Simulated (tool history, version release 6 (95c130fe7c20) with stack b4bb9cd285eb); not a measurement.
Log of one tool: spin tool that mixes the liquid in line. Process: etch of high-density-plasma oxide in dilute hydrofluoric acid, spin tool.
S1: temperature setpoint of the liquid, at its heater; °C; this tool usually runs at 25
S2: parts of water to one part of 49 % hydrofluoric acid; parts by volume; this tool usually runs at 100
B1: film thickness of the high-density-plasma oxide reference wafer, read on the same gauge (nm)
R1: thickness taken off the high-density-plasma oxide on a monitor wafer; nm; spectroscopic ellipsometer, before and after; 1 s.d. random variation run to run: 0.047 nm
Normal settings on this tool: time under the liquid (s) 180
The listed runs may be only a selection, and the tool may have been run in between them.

Run 1, hour 0: usual settings; B1 99.93. Result: R1 15.12 nm.
Run 2, hour 6.5: usual settings; B1 99.96. Result: R1 15.09 nm.
Run 3, hour 22.1: usual settings; B1 99.94. Result: R1 15.09 nm.
Run 4, hour 50.9: usual settings; B1 100.05. Result: R1 15.18 nm.
Run 5, hour 65.8: usual settings but time under the liquid (s) 100; B1 99.96. Result: R1 8.38 nm.
Run 6, hour 80.1: usual settings; B1 99.98. Result: R1 15.16 nm.
Run 7, hour 96.3: usual settings but S2 120 parts by volume; B1 99.98. Result: R1 12.25 nm.
Run 8, hour 112.4: usual settings but S2 125 parts by volume; B1 99.97. Result: R1 11.83 nm.
Run 9, hour 120.7: usual settings but S2 125 parts by volume; B1 100.01. Result: R1 11.83 nm.
At hour 132.3: hydrofluoric acid flow meter replaced.
Run 10, hour 133.4: usual settings but S2 125 parts by volume; B1 99.99. Result: R1 10.86 nm.
Run 11, hour 143.1: usual settings; B1 100.01. Result: R1 14.14 nm.
Run 12, hour 150.7: usual settings; B1 100. Result: R1 13.98 nm.
Run 13, hour 162.2: usual settings; B1 100.04. Result: R1 13.99 nm.
Run 14, hour 175.2: usual settings; B1 99.99. Result: R1 13.95 nm.
Run 15, hour 191.7: usual settings but S1 27 °C, S2 120 parts by volume, time under the liquid (s) 260; B1 99.97. Result: R1 17.85 nm.
Run 16, hour 201.5: usual settings but S1 23.5 °C; B1 99.95. Result: R1 13.27 nm.
At hour 215.8: gauge calibrated.
At hour 235.7: thermometer replaced.
Run 17, hour 245.7: usual settings but time under the liquid (s) 290; B1 100.01. Result: R1 22.68 nm.
Run 18, hour 256.6: usual settings; B1 100.01. Result: R1 14.19 nm.
Run 19, hour 263.2: usual settings; B1 100.06. Result: R1 14.12 nm.
Run 20, hour 278.2: usual settings but time under the liquid (s) 135; B1 100. Result: R1 10.67 nm.
Run 21, hour 293.1: usual settings but S1 23.5 °C, S2 70 parts by volume, time under the liquid (s) 260; B1 100. Result: R1 28.46 nm.
Run 22, hour 309.7: usual settings but S1 30 °C, S2 130 parts by volume; B1 99.97. Result: R1 12.69 nm.
Run 23, hour 318: usual settings but S1 22 °C, S2 75 parts by volume, time under the liquid (s) 240; B1 100.02. Result: R1 22.92 nm.
Run 24, hour 326: usual settings but time under the liquid (s) 140; B1 99.98. Result: R1 11.03 nm.

Branching from run 24: 5 alternative next runs. What would each branch give?
Run A, hour 326.5: usual settings but time under the liquid (s) 260; B1 ?. Result: R1 ?.
Run B, hour 326.5: usual settings but S1 20.5 °C; B1 ?. Result: R1 ?.
Run C, hour 326.5: usual settings but S1 27 °C, S2 115 parts by volume, time under the liquid (s) 290; B1 ?. Result: R1 ?.
Run D, hour 326.5: usual settings but S1 28.5 °C, time under the liquid (s) 125; B1 ?. Result: R1 ?.
Run E, hour 326.5: usual settings but S1 20.5 °C, time under the liquid (s) 80; B1 ?. Result: R1 ?.

run     B1     R1
  A  99.98  20.45
  B  99.98  11.82
  C  99.98  21.03
  D  99.98  11.26
  E  99.98   5.25
With the hidden condition removed and each run's random variation left untouched, the same runs would have given:
run     R1
  A  19.96
  B  11.54
  C  20.52
  D  10.98
  E   5.13
